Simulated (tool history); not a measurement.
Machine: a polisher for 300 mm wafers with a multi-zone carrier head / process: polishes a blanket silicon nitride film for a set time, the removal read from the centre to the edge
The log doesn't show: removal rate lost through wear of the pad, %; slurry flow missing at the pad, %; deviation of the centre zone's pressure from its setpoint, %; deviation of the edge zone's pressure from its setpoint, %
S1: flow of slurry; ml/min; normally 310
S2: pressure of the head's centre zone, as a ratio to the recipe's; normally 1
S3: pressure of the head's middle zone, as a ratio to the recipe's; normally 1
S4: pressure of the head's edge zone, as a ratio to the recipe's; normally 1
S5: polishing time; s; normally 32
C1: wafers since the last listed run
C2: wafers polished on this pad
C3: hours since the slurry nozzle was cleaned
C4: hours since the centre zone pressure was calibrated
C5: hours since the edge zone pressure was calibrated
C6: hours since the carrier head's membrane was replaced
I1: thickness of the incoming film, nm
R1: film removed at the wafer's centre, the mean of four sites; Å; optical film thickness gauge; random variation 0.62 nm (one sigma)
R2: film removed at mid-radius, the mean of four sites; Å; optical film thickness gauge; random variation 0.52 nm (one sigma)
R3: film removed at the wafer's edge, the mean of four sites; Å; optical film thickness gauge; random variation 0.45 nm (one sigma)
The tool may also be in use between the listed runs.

run 1 hour=0 | S1=310 S2=1 S3=1 S4=1 S5=32 | C1=0 C2=688 C3=515.3 C4=395.1 C5=475.2 C6=241 | I1=558.2 | R1=633 R2=649 R3=650
-- hour=67.6 worn pad replaced by a new one
run 2 hour=68.1 | S1=310 S2=1 S3=1 S4=1 S5=32 | C1=464 C2=3 C3=583.4 C4=463.2 C5=543.3 C6=309.1 | I1=566.6 | R1=628 R2=647 R3=640
run 3 hour=119.3 | S1=310 S2=1 S3=1 S4=1 S5=32 | C1=371 C2=375 C3=634.6 C4=514.4 C5=594.5 C6=360.3 | I1=570.6 | R1=619 R2=654 R3=643
run 4 hour=183.3 | S1=310 S2=1.05 S3=1 S4=1 S5=36 | C1=464 C2=839 C3=698.6 C4=578.4 C5=658.5 C6=424.3 | I1=569.8 | R1=735 R2=729 R3=735
run 5 hour=213.4 | S1=310 S2=1.05 S3=1 S4=1 S5=36 | C1=218 C2=1057 C3=728.7 C4=608.5 C5=688.6 C6=454.4 | I1=577.8 | R1=739 R2=728 R3=721
-- hour=244.5 worn pad replaced by a new one
run 6 hour=265.1 | S1=310 S2=1.05 S3=1 S4=1 S5=36 | C1=345 C2=149 C3=780.4 C4=660.2 C5=740.3 C6=506.1 | I1=569.3 | R1=737 R2=719 R3=719
run 7 hour=395.1 | S1=310 S2=1 S3=1 S4=1 S5=32 | C1=942 C2=1091 C3=910.4 C4=790.2 C5=870.3 C6=636.1 | I1=576.1 | R1=631 R2=652 R3=650
-- hour=402.6 slurry nozzle cleaned
-- hour=407.5 worn pad replaced by a new one
-- hour=412.9 centre zone pressure recalibrated
run 8 hour=449.3 | S1=310 S2=1 S3=1 S4=1 S5=32 | C1=342 C2=288 C3=46.7 C4=36.4 C5=924.5 C6=690.3 | I1=568.6 | R1=611 R2=644 R3=644
run 9 hour=494.7 | S1=310 S2=1 S3=1 S4=1 S5=32 | C1=329 C2=618 C3=92.1 C4=81.8 C5=969.9 C6=735.7 | I1=570.6 | R1=617 R2=636 R3=642
-- hour=551.3 carrier head's membrane replaced by a new one
run 10 hour=561.4 | S1=310 S2=1 S3=1 S4=1 S5=32 | C1=447 C2=1065 C3=158.8 C4=148.5 C5=1036.6 C6=10.1 | I1=568.9 | R1=625 R2=646 R3=650
-- hour=565.8 edge zone pressure recalibrated
-- hour=571.8 worn pad replaced by a new one
run 11 hour=598.2 | S1=310 S2=1 S3=1 S4=1.09 S5=22 | C1=223 C2=191 C3=195.6 C4=185.3 C5=32.4 C6=46.9 | I1=571.6 | R1=426 R2=448 R3=454
run 12 hour=628.3 | S1=310 S2=1 S3=1 S4=1 S5=35 | C1=218 C2=409 C3=225.7 C4=215.4 C5=62.5 C6=77 | I1=580 | R1=681 R2=699 R3=700
run 13 hour=688.6 | S1=280 S2=1 S3=0.9 S4=0.94 S5=32 | C1=437 C2=847 C3=286 C4=275.7 C5=122.8 C6=137.3 | I1=582.3 | R1=616 R2=606 R3=625
run 14 hour=720.4 | S1=310 S2=1 S3=1 S4=1 S5=32 | C1=230 C2=1077 C3=317.8 C4=307.5 C5=154.6 C6=169.1 | I1=568 | R1=634 R2=649 R3=655
-- hour=740.7 worn pad replaced by a new one
run 15 hour=781.5 | S1=310 S2=0.96 S3=1.11 S4=0.94 S5=38 | C1=414 C2=295 C3=378.9 C4=368.6 C5=215.7 C6=230.2 | I1=565 | R1=708 R2=823 R3=745
run 16 hour=824.6 | S1=310 S2=1 S3=1 S4=1 S5=25 | C1=312 C2=608 C3=422 C4=411.7 C5=258.8 C6=273.3 | I1=570.5 | R1=486 R2=510 R3=501

Entry by entry between the runs, the difference in hidden state between the last listed run before and the first listed run after:
Logged between run 1 and run 2: worn pad replaced by a new one (hour 67.6)
  no hidden state differs between the two runs
Logged between run 5 and run 6: worn pad replaced by a new one (hour 244.5)
  no hidden state differs between the two runs
Logged between run 7 and run 8: slurry nozzle cleaned (hour 402.6); worn pad replaced by a new one (hour 407.5); centre zone pressure recalibrated (hour 412.9)
  no hidden state differs between the two runs
Logged between run 9 and run 10: carrier head's membrane replaced by a new one (hour 551.3)
  no hidden state differs between the two runs
Logged between run 10 and run 11: edge zone pressure recalibrated (hour 565.8); worn pad replaced by a new one (hour 571.8)
  no hidden state differs between the two runs
Logged between run 14 and run 15: worn pad replaced by a new one (hour 740.7)
  no hidden state differs between the two runs
